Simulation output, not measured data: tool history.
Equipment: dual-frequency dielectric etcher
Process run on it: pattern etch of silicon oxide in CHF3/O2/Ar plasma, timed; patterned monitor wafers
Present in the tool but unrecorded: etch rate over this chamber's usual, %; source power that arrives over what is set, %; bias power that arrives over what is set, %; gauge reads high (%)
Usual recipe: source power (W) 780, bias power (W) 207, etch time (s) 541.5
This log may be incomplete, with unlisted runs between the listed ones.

run,hour,source power (W),bias power (W),etch time (s),wafers since the last listed run,hours since the last wet clean,hours since the last source power generator calibration,hours since the last bias power generator calibration,hours since the last upper electrode change,hours since the gauge calibration,"read-back reference wafer on the same gauge, depth_nm",mean etch depth across the wafer (Å)
1,0,620,186,541.5,0,162.3,2761.2,4678.8,2406.3,2091.7,1029.4,10265
2,34.4,860,189,541.5,127,196.7,2795.6,4713.2,2440.7,2126.1,1030,12121
3,64.3,780,207,541.5,111,226.6,2825.5,4743.1,2470.6,2156,1030.9,11818
# hour 234.3: gauge calibrated
4,271.6,780,169,541.5,770,433.9,3032.8,4950.4,2677.9,37.3,1029.3,10835
# hour 351: wet clean of the chamber
5,351.5,780,169,541.5,207,0.5,3112.7,5030.3,2757.8,117.2,1029.9,11339
6,363.9,780,207,541.5,46,12.9,3125.1,5042.7,2770.2,129.6,1029.6,11936
7,557.6,780,207,541.5,720,206.6,3318.8,5236.4,2963.9,323.3,1030.2,11717
8,590.1,780,207,541.5,120,239.1,3351.3,5268.9,2996.4,355.8,1030.2,11806
9,625,780,207,541.5,129,274,3386.2,5303.8,3031.3,390.7,1029.3,11814
10,666.6,780,207,541.5,154,315.6,3427.8,5345.4,3072.9,432.3,1030.3,11647
11,713.1,780,207,541.5,172,362.1,3474.3,5391.9,3119.4,478.8,1029.5,11636
12,746.1,780,207,480,122,395.1,3507.3,5424.9,3152.4,511.8,1030.4,10129
13,789.5,780,207,541.5,161,438.5,3550.7,5468.3,3195.8,555.2,1030.4,11497
# hour 847.9: bias power generator calibrated
14,853.8,780,185,483.5,224,502.8,3615,5.9,3260.1,619.5,1030.8,10072
15,891.6,780,207,541.5,140,540.6,3652.8,43.7,3297.9,657.3,1030.8,11535
# hour 944.7: wet clean of the chamber
16,957.5,690,225,541.5,155,12.8,3718.7,109.6,3363.8,723.2,1030.5,11501

Run 17 is up next; what results do you expect?
# hour 983.1: source power generator calibrated
17,1019.6,690,207,541.5,216,74.9,36.5,171.7,3425.9,785.3,?,?

{"run 17": {"read-back reference wafer on the same gauge, depth_nm": 1029.4, "mean etch depth across the wafer (Å)": 11055}}
Without the tool's hidden state the same run would have given mean etch depth across the wafer (Å) 11178.
